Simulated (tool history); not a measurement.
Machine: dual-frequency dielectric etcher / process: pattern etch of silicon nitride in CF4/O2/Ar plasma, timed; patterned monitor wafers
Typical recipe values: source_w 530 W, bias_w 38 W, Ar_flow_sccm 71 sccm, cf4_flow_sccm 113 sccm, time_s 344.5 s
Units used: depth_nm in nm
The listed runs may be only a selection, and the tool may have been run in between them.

run   hour  source_w  bias_w  Ar_flow_sccm  cf4_flow_sccm  time_s  wafers since the last listed run  hours since the last wet clean  hours since the last source power generator calibration  hours since the last bias power generator calibration  hours since the last Ar flow controller change  hours since the last CF4 flow controller change  hours since the last upper electrode change  hours since the gauge calibration  read-back reference wafer on the same gauge, depth_nm  depth_nm
  1      0       530      38            71            126   344.5                                 0                           410.7                                                   2483.8                                                  234.7                                           140.6                                           5773.8                                       3273.3                             1302.7                                                  642.9       655
      49.3  -- wet clean of the chamber
  2   49.8       530      38            83            113   344.5                               107                             0.5                                                   2533.6                                                  284.5                                           190.4                                           5823.6                                       3323.1                             1352.5                                                  642.9     662.8
      74.2  -- source power generator calibrated
  3   89.4       530      38            71            113   344.5                               148                            40.1                                                     15.2                                                  324.1                                             230                                           5863.2                                       3362.7                             1392.1                                                  643.2     695.4
     119.3  -- CF4 flow controller replaced
     121.1  -- gauge calibrated
  4  126.6       530      38            71            113   344.5                               130                            77.3                                                     52.4                                                  361.3                                           267.2                                              7.3                                       3399.9                                5.5                                                  643.1       692
  5  160.1       530      38            71            104     298                               139                           110.8                                                     85.9                                                  394.8                                           300.7                                             40.8                                       3433.4                                 39                                                  642.9     590.7
  6  205.5       530      38            71            130   344.5                               189                           156.2                                                    131.3                                                  440.2                                           346.1                                             86.2                                       3478.8                               84.4                                                  643.3     693.1
  7  230.9       660      38            78            113   344.5                               105                           181.6                                                    156.7                                                  465.6                                           371.5                                            111.6                                       3504.2                              109.8                                                  643.1     795.4
  8  284.8       660      38            71            113   344.5                               224                           235.5                                                    210.6                                                  519.5                                           425.4                                            165.5                                       3558.1                              163.7                                                  643.2     790.8
  9  331.3       530      38            71            113   344.5                               194                             282                                                    257.1                                                    566                                           471.9                                              212                                       3604.6                              210.2                                                  642.9     674.8
     372.9  -- upper electrode replaced
 10  376.4       530      38            71            113   344.5                                88                           327.1                                                    302.2                                                  611.1                                             517                                            257.1                                          3.5                              255.3                                                  642.7     668.6
 11  410.2       530      33            55            113   344.5                               141                           360.9                                                      336                                                  644.9                                           550.8                                            290.9                                         37.3                              289.1                                                  643.1       660
 12  468.5       530      38            71            113   344.5                               243                           419.2                                                    394.3                                                  703.2                                           609.1                                            349.2                                         95.6                              347.4                                                  642.9       664
 13  537.7       530      31            71            113   344.5                               288                           488.4                                                    463.5                                                  772.4                                           678.3                                            418.4                                        164.8                              416.6                                                  642.6     617.5
     583.2  -- wet clean of the chamber
 14  583.7       530      38            71             85   344.5                                91                             0.5                                                    509.5                                                  818.4                                           724.3                                            464.4                                        210.8                              462.6                                                  643.3     668.8
 15  601.6       530      38            71            113   344.5                                74                            18.4                                                    527.4                                                  836.3                                           742.2                                            482.3                                        228.7                              480.5                                                  643.3     682.7
 16  648.4       530      38            71            113   344.5                               195                            65.2                                                    574.2                                                  883.1                                             789                                            529.1                                        275.5                              527.3                                                  642.3     688.8
 17  685.7       610      45            71            113   303.5                               155                           102.5                                                    611.5                                                  920.4                                           826.3                                            566.4                                        312.8                              564.6                                                  642.9     705.6
 18    713       530      48            82            139   295.5                               113                           129.8                                                    638.8                                                  947.7                                           853.6                                            593.7                                        340.1                              591.9                                                  642.6     632.9
 19  746.4       530      38            55            113   344.5                               139                           163.2                                                    672.2                                                  981.1                                             887                                            627.1                                        373.5                              625.3                                                  643.3     700.1
 20  811.3       530      38            71            113   344.5                               270                           228.1                                                    737.1                                                   1046                                           951.9                                              692                                        438.4                              690.2                                                  642.6     669.2
 21  839.1       530      34            83            135   344.5                               116                           255.9                                                    764.9                                                 1073.8                                           979.7                                            719.8                                        466.2                                718                                                  642.7     653.2

Branching from run 21: 4 alternative next runs. What would each branch give?
  A  839.6       610      38            71            113   344.5                                 2                           256.4                                                    765.4                                                 1074.3                                           980.2                                            720.3                                        466.7                              718.5                                                      ?         ?
  B  839.6       660      38            61            113   344.5                                 2                           256.4                                                    765.4                                                 1074.3                                           980.2                                            720.3                                        466.7                              718.5                                                      ?         ?
  C  839.6       530      38            71            113     261                                 2                           256.4                                                    765.4                                                 1074.3                                           980.2                                            720.3                                        466.7                              718.5                                                      ?         ?
  D  839.6       400      38            82            113   344.5                                 2                           256.4                                                    765.4                                                 1074.3                                           980.2                                            720.3                                        466.7                              718.5                                                      ?         ?

run  read-back reference wafer on the same gauge, depth_nm  depth_nm
  A                                                    643     744.6
  B                                                    643     805.1
  C                                                    643     508.6
  D                                                    643       540
Without the tool's unlogged condition, the same runs would have read:
run  depth_nm
  A     763.6
  B     825.7
  C     521.5
  D     553.7

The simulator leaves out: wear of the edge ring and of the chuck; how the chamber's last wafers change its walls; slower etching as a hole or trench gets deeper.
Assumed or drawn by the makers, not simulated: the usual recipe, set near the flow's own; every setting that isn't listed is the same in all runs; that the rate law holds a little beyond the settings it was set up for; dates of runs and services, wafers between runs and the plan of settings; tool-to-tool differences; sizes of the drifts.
